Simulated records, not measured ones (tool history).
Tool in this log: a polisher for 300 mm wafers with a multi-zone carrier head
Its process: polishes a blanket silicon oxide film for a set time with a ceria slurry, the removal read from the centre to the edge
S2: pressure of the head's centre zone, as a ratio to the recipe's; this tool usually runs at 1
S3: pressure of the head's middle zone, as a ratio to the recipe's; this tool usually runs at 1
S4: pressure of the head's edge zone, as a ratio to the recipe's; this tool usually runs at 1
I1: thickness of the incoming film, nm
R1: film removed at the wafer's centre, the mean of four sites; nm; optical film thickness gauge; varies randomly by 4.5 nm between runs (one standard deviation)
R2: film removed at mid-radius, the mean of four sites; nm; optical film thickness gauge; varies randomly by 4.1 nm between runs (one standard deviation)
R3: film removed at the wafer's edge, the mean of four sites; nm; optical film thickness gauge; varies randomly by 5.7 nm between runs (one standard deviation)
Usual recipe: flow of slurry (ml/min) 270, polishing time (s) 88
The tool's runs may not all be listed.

Run 1, day 0: usual settings; I1 1629.1. Result: R1 349.1 nm, R2 352.2 nm, R3 383.3 nm.
At day 1.488: worn pad replaced by a new one.
At day 2.567: slurry nozzle cleaned.
Run 2, day 3.617: usual settings; I1 1591.5. Result: R1 383.9 nm, R2 373.9 nm, R3 399.1 nm.
Run 3, day 7.217: usual settings; I1 1583.1. Result: R1 362.7 nm, R2 358.2 nm, R3 384.7 nm.
Run 4, day 10.892: usual settings; I1 1565.5. Result: R1 354.3 nm, R2 351 nm, R3 383.2 nm.
At day 11.496: worn pad replaced by a new one.
Run 5, day 14.942: usual settings; I1 1577.1. Result: R1 343.1 nm, R2 344.2 nm, R3 376.5 nm.
At day 15.912: edge zone pressure recalibrated.
Run 6, day 17.008: usual settings but S2 1.06, polishing time (s) 70; I1 1591.1. Result: R1 288.6 nm, R2 266.3 nm, R3 292.8 nm.
At day 18.688: slurry nozzle cleaned.
Run 7, day 21.062: usual settings but S4 1.07; I1 1611.8. Result: R1 381.5 nm, R2 374.8 nm, R3 420.3 nm.
At day 22.688: worn pad replaced by a new one.
Run 8, day 25.075: usual settings but flow of slurry (ml/min) 235, S2 1.06, S3 1.04, S4 0.88; I1 1578. Result: R1 374.9 nm, R2 358.6 nm, R3 362.8 nm.
At day 26.446: centre zone pressure recalibrated.
At day 27.317: carrier head's membrane replaced by a new one.
Run 9, day 28.571: usual settings; I1 1598. Result: R1 354 nm, R2 358.8 nm, R3 387.6 nm.
Run 10, day 31.4: usual settings but S3 1.05, polishing time (s) 102; I1 1614.4. Result: R1 408.7 nm, R2 422.6 nm, R3 449.7 nm.
At day 34.267: worn pad replaced by a new one.
Run 11, day 34.458: usual settings but flow of slurry (ml/min) 225, S2 1.07, S3 0.97, polishing time (s) 113; I1 1610.7. Result: R1 460.1 nm, R2 418.5 nm, R3 467.8 nm.
At day 36.508: slurry nozzle cleaned.
Run 12, day 36.842: usual settings but flow of slurry (ml/min) 335, S3 1.1, S4 1.06; I1 1604.1. Result: R1 400.3 nm, R2 421.5 nm, R3 419.8 nm.
At day 43.917: worn pad replaced by a new one.
Run 13, day 47.967: usual settings; I1 1590.9. Result: R1 353.2 nm, R2 348.1 nm, R3 376.2 nm.
Run 14, day 50.262: usual settings; I1 1592. Result: R1 350.9 nm, R2 346.1 nm, R3 373.9 nm.
At day 51.371: edge zone pressure recalibrated.
Run 15, day 52.592: usual settings but polishing time (s) 119; I1 1591.2. Result: R1 456.9 nm, R2 468 nm, R3 511 nm.

3 options for the next run, each taken on its own from the tool as it stands now. Forecast them:
Run A, day 52.612: usual settings; I1 1592.7. Result: R1 ?, R2 ?, R3 ?.
Run B, day 52.612: usual settings but polishing time (s) 74; I1 1592.7. Result: R1 ?, R2 ?, R3 ?.
Run C, day 52.612: usual settings but S4 1.1, polishing time (s) 70; I1 1592.7. Result: R1 ?, R2 ?, R3 ?.

run     R1     R2     R3
  A  347.2  348.5  381.3
  B  291.9    293  320.6
  C  276.2  277.2  317.9
What these runs would have given with no unlogged condition in the tool:
run     R1     R2     R3
  A    387  383.9  409.4
  B  325.4  322.8  344.2
  C  307.8  305.3  341.3

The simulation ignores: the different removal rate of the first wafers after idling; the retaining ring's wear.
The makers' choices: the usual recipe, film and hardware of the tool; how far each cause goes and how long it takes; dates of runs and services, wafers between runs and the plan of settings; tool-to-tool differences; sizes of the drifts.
